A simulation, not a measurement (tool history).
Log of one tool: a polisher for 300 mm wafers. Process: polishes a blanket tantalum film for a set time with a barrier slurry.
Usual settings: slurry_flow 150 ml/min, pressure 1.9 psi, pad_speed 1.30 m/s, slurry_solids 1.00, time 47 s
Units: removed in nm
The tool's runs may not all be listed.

| run | hour | slurry_flow | pressure | pad_speed | slurry_solids | time | incoming thickness of the incoming film, nm | removed |
|---|---|---|---|---|---|---|---|---|
| 1 | 0.0 | 150 | 1.4 | 1.30 | 1.00 | 55 | 390.8 | 91.0 |
| 2 | 16.2 | 150 | 1.9 | 1.30 | 1.00 | 54 | 383.3 | 105.9 |
| 3 | 47.9 | 150 | 1.9 | 1.30 | 1.00 | 54 | 390.0 | 105.8 |
| 4 | 68.4 | 150 | 1.9 | 1.30 | 1.00 | 54 | 388.8 | 107.6 |
| 5 | 80.5 | 150 | 1.9 | 1.30 | 1.00 | 47 | 391.8 | 92.1 |
| 6 | 115.9 | 150 | 1.9 | 1.52 | 1.00 | 47 | 381.0 | 108.4 |
| 7 | 138.9 | 150 | 1.9 | 1.72 | 0.80 | 47 | 389.9 | 116.5 |
|  | 167.9 | worn pad replaced by a new one |
| 8 | 168.4 | 150 | 2.5 | 1.12 | 1.00 | 38 | 386.4 | 76.3 |
| 9 | 199.6 | 150 | 1.9 | 1.30 | 1.00 | 47 | 386.0 | 91.1 |
|  | 229.5 | head pressure recalibrated |
|  | 252.5 | slurry blender recalibrated |
| 10 | 258.5 | 150 | 1.9 | 1.30 | 1.00 | 47 | 391.3 | 90.2 |
| 11 | 292.8 | 150 | 1.9 | 1.72 | 0.85 | 59 | 385.2 | 144.3 |
| 12 | 315.7 | 180 | 1.9 | 1.74 | 1.00 | 47 | 396.0 | 124.2 |
| 13 | 339.0 | 150 | 1.9 | 1.74 | 0.75 | 42 | 384.8 | 102.0 |
| 14 | 369.3 | 150 | 1.6 | 1.44 | 1.00 | 60 | 390.1 | 116.0 |
| 15 | 392.1 | 150 | 1.9 | 1.30 | 0.70 | 57 | 389.7 | 102.9 |
| 16 | 419.5 | 150 | 1.9 | 1.30 | 1.00 | 47 | 390.4 | 88.1 |
| 17 | 433.7 | 105 | 1.9 | 1.30 | 1.00 | 62 | 385.5 | 109.1 |
|  | 446.3 | worn pad replaced by a new one, of another model than before |
| 18 | 452.0 | 185 | 1.9 | 1.30 | 1.00 | 61 | 386.1 | 120.5 |
| 19 | 466.4 | 130 | 2.3 | 1.62 | 1.00 | 47 | 392.0 | 125.6 |
| 20 | 482.5 | 130 | 1.9 | 1.30 | 1.00 | 47 | 392.4 | 87.9 |
| 21 | 541.2 | 150 | 2.3 | 1.62 | 1.00 | 47 | 387.6 | 126.9 |
| 22 | 561.3 | 120 | 2.5 | 1.30 | 1.15 | 34 | 390.9 | 85.5 |
|  | 574.7 | slurry blender recalibrated |
| 23 | 583.3 | 150 | 1.9 | 1.72 | 1.00 | 58 | 390.8 | 136.7 |
| 24 | 618.9 | 105 | 1.2 | 1.68 | 1.00 | 35 | 392.7 | 48.0 |
| 25 | 631.0 | 110 | 1.9 | 1.30 | 1.00 | 47 | 388.2 | 83.9 |
| 26 | 650.0 | 150 | 2.5 | 1.30 | 1.00 | 47 | 388.5 | 115.7 |
| 27 | 685.6 | 150 | 1.9 | 1.30 | 1.00 | 47 | 384.7 | 88.5 |
| 28 | 711.5 | 150 | 1.9 | 1.30 | 1.00 | 47 | 389.3 | 88.6 |
|  | 725.6 | worn pad replaced by a new one |
| 29 | 781.2 | 135 | 1.4 | 1.30 | 0.75 | 61 | 387.7 | 78.3 |

5 ways to go on from here, each from the tool as it stands after run 29. What would each give?
| A | 781.6 | 150 | 1.9 | 1.30 | 1.00 | 47 | 387.7 | ? |
| B | 781.6 | 185 | 1.3 | 1.30 | 1.15 | 35 | 387.7 | ? |
| C | 781.6 | 150 | 1.9 | 1.10 | 1.00 | 47 | 387.7 | ? |
| D | 781.6 | 180 | 1.9 | 1.30 | 1.00 | 47 | 387.7 | ? |
| E | 781.6 | 170 | 1.2 | 1.00 | 1.15 | 47 | 387.7 | ? |

| run | removed |
|---|---|
| A | 88.0 |
| B | 47.5 |
| C | 78.0 |
| D | 90.5 |
| E | 48.2 |
Without the tool's hidden state the same runs would have given:
| run | removed |
|---|---|
| A | 94.5 |
| B | 50.5 |
| C | 83.7 |
| D | 96.5 |
| E | 51.5 |
